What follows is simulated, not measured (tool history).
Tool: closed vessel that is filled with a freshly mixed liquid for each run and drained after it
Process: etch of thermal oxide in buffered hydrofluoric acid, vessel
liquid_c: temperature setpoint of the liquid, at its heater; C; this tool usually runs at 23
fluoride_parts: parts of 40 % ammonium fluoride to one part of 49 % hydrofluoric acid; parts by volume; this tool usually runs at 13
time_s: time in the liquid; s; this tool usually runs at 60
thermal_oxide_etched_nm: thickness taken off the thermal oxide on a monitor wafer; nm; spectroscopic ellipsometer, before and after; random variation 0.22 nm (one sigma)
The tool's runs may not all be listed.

run,hour,liquid_c,fluoride_parts,time_s,"read-back film thickness of the thermal oxide reference wafer, read on the same gauge (nm)",thermal_oxide_etched_nm
1,0,23,13,60,140.01,50.44
2,47.2,23,13,60,140.01,51.01
3,199.3,23,13,60,140,51.26
4,320.3,23,13,70,140.03,60.21
5,360.2,23,13,70,139.98,60.17
6,406.5,23,13,70,139.97,60.4
# hour 417.7: hydrofluoric acid flow meter replaced
7,436.7,23,13,60,140.01,51.75
8,480.9,23,13,60,139.98,51.7
9,523.8,23,13,60,140,52.04
10,581.9,19.5,13,60,140,42.86
11,648.7,26.5,11,90,140,110.95
# hour 656.9: gauge calibrated
# hour 675.6: thermometer replaced
12,687.6,21.5,17,60,139.98,38.47
13,720.9,23,13,60,139.99,54.25
14,789.6,20,15,85,140,57.19
15,833.5,18.5,9,60,140,58.69
16,862.4,23,13,60,140.01,54.64
17,889.8,26,16,60,139.99,52.33
# hour 922.7: thermometer replaced, repeated, since the last time left the tool worse
18,961.1,27.5,8,30,139.99,49.23
19,995.8,27.5,13,45,140.02,47.32
20,1036.2,20.5,14.5,60,140.01,38.58
21,1087.7,23,13,60,140,49.81

Branching from run 21: 3 alternative next runs. What would each branch give?
A,1088.4,26,13,60,?,?
B,1088.4,19,11.5,90,?,?
C,1088.4,18,16.5,60,?,?

run,"read-back film thickness of the thermal oxide reference wafer, read on the same gauge (nm)",thermal_oxide_etched_nm
A,140.01,58.6
B,140.01,67.4
C,140.01,29.79
What these runs would have given with no unlogged condition in the tool:
run,thermal_oxide_etched_nm
A,58.06
B,66.76
C,29.5
